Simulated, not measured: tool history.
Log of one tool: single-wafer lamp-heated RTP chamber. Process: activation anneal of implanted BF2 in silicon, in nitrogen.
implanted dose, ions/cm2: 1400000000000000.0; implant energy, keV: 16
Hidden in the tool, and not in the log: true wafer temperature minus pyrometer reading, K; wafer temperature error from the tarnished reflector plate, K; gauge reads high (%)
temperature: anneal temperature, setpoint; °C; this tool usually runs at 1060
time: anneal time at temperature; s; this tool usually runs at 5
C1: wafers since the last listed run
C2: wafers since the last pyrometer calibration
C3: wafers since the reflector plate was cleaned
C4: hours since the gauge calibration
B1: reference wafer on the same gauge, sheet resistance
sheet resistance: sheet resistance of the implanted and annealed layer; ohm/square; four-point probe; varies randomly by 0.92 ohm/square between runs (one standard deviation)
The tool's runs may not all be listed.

Run 1, hour 0: usual settings; C1 0; C2 848; C3 3351; C4 892.3; B1 174.76. Result: sheet resistance 151.73 ohm/square.
Run 2, hour 49.7: usual settings; C1 592; C2 1441; C3 3944; C4 942; B1 174.76. Result: sheet resistance 149.29 ohm/square.
Run 3, hour 111.7: usual settings; C1 739; C2 2180; C3 4684; C4 1004; B1 174.65. Result: sheet resistance 149.02 ohm/square.
At hour 147: reflector plate cleaned.
Run 4, hour 170.9: usual settings but temperature 1043 °C; C1 610; C2 2791; C3 285; C4 1063.2; B1 174.93. Result: sheet resistance 175.01 ohm/square.
Run 5, hour 230.5: usual settings; C1 710; C2 3502; C3 996; C4 1122.8; B1 175.17. Result: sheet resistance 151.73 ohm/square.
Run 6, hour 255.7: usual settings; C1 300; C2 3802; C3 1296; C4 1148; B1 175.16. Result: sheet resistance 150.87 ohm/square.
Run 7, hour 351.5: usual settings; C1 1142; C2 4945; C3 2439; C4 1243.8; B1 174.97. Result: sheet resistance 148.05 ohm/square.
Run 8, hour 425.7: usual settings; C1 884; C2 5830; C3 3324; C4 1318; B1 174.56. Result: sheet resistance 146.53 ohm/square.
Run 9, hour 493.2: usual settings but temperature 1079 °C; C1 805; C2 6635; C3 4129; C4 1385.5; B1 175.39. Result: sheet resistance 126.56 ohm/square.
At hour 522.8: reflector plate cleaned.
Run 10, hour 531.8: usual settings but temperature 1079 °C; C1 364; C2 7000; C3 107; C4 1424.1; B1 175.01. Result: sheet resistance 132.53 ohm/square.
Run 11, hour 571.9: usual settings but temperature 1082 °C, time 4 s; C1 478; C2 7478; C3 586; C4 1464.2; B1 175.09. Result: sheet resistance 133.33 ohm/square.
At hour 581.6: pyrometer window cleaned and pyrometer calibrated.
Run 12, hour 617.2: usual settings but temperature 1082 °C, time 4 s; C1 444; C2 424; C3 1030; C4 1509.5; B1 175.2. Result: sheet resistance 138.33 ohm/square.
Run 13, hour 649: usual settings but time 3 s; C1 379; C2 803; C3 1410; C4 1541.3; B1 174.95. Result: sheet resistance 167.32 ohm/square.
Run 14, hour 749.3: usual settings; C1 1196; C2 2000; C3 2606; C4 1641.6; B1 174.93. Result: sheet resistance 153.17 ohm/square.
Run 15, hour 806.6: usual settings but temperature 1034 °C, time 7 s; C1 683; C2 2683; C3 3289; C4 1698.9; B1 174.83. Result: sheet resistance 169.73 ohm/square.
Run 16, hour 869.1: usual settings but time 4 s; C1 745; C2 3429; C3 4035; C4 1761.4; B1 175.19. Result: sheet resistance 155.23 ohm/square.
At hour 898.6: gauge calibrated.
Run 17, hour 902.3: usual settings but temperature 1036 °C, time 4 s; C1 395; C2 3824; C3 4431; C4 3.7; B1 174.87. Result: sheet resistance 181.54 ohm/square.
At hour 933.1: reflector plate cleaned.
Run 18, hour 1065: usual settings; C1 1845; C2 5670; C3 1573; C4 166.4; B1 174.45. Result: sheet resistance 148.63 ohm/square.
Run 19, hour 1107.5: usual settings but temperature 1076 °C, time 4 s; C1 506; C2 6176; C3 2080; C4 208.9; B1 175.15. Result: sheet resistance 137.33 ohm/square.
Run 20, hour 1147.6: usual settings but temperature 1049 °C; C1 478; C2 6655; C3 2558; C4 249; B1 174.91. Result: sheet resistance 156.84 ohm/square.
Run 21, hour 1208: usual settings; C1 720; C2 7375; C3 3278; C4 309.4; B1 175.48. Result: sheet resistance 142.84 ohm/square.
At hour 1269.2: pyrometer window cleaned and pyrometer calibrated.
Run 22, hour 1269.5: usual settings but temperature 1046 °C, time 6 s; C1 638; C2 4; C3 3917; C4 370.9; B1 175.08. Result: sheet resistance 159.98 ohm/square.
Run 23, hour 1320.9: usual settings; C1 613; C2 617; C3 4530; C4 422.3; B1 175.12. Result: sheet resistance 150.99 ohm/square.
At hour 1364.1: reflector plate cleaned.
Run 24, hour 1391.4: usual settings but temperature 1069 °C, time 3 s; C1 745; C2 1362; C3 325; C4 492.8; B1 175.21. Result: sheet resistance 160.76 ohm/square.
Run 25, hour 1422.1: usual settings; C1 366; C2 1728; C3 691; C4 523.5; B1 175.46. Result: sheet resistance 153.91 ohm/square.
Run 26, hour 1452.3: usual settings but temperature 1086 °C, time 4 s; C1 360; C2 2088; C3 1051; C4 553.7; B1 175.04. Result: sheet resistance 134.24 ohm/square.
Run 27, hour 1517.6: usual settings but temperature 1080 °C, time 6 s; C1 778; C2 2867; C3 1830; C4 619; B1 174.44. Result: sheet resistance 128.07 ohm/square.
Run 28, hour 1550.6: usual settings; C1 393; C2 3261; C3 2223; C4 652; B1 175.07. Result: sheet resistance 150.58 ohm/square.
Run 29, hour 1598.8: usual settings; C1 574; C2 3836; C3 2798; C4 700.2; B1 175.49. Result: sheet resistance 147.68 ohm/square.

4 options for the next run, each taken on its own from the tool as it stands now. Forecast them:
Run A, hour 1599.2: usual settings; C1 4; C2 3840; C3 2803; C4 700.6; B1 ?. Result: sheet resistance ?.
Run B, hour 1599.2: usual settings but temperature 1068 °C, time 7 s; C1 4; C2 3840; C3 2803; C4 700.6; B1 ?. Result: sheet resistance ?.
Run C, hour 1599.2: usual settings but temperature 1040 °C; C1 4; C2 3840; C3 2803; C4 700.6; B1 ?. Result: sheet resistance ?.
Run D, hour 1599.2: usual settings but temperature 1078 °C; C1 4; C2 3840; C3 2803; C4 700.6; B1 ?. Result: sheet resistance ?.

run      B1  sheet resistance
  A  174.84            148.24
  B  174.84            133.32
  C  174.84            169.41
  D  174.84            132.18
Take away the tool's hidden state, keep each run's random variation, and the runs would have read:
run  sheet resistance
  A            158.84
  B            141.74
  C            181.98
  D            141.18
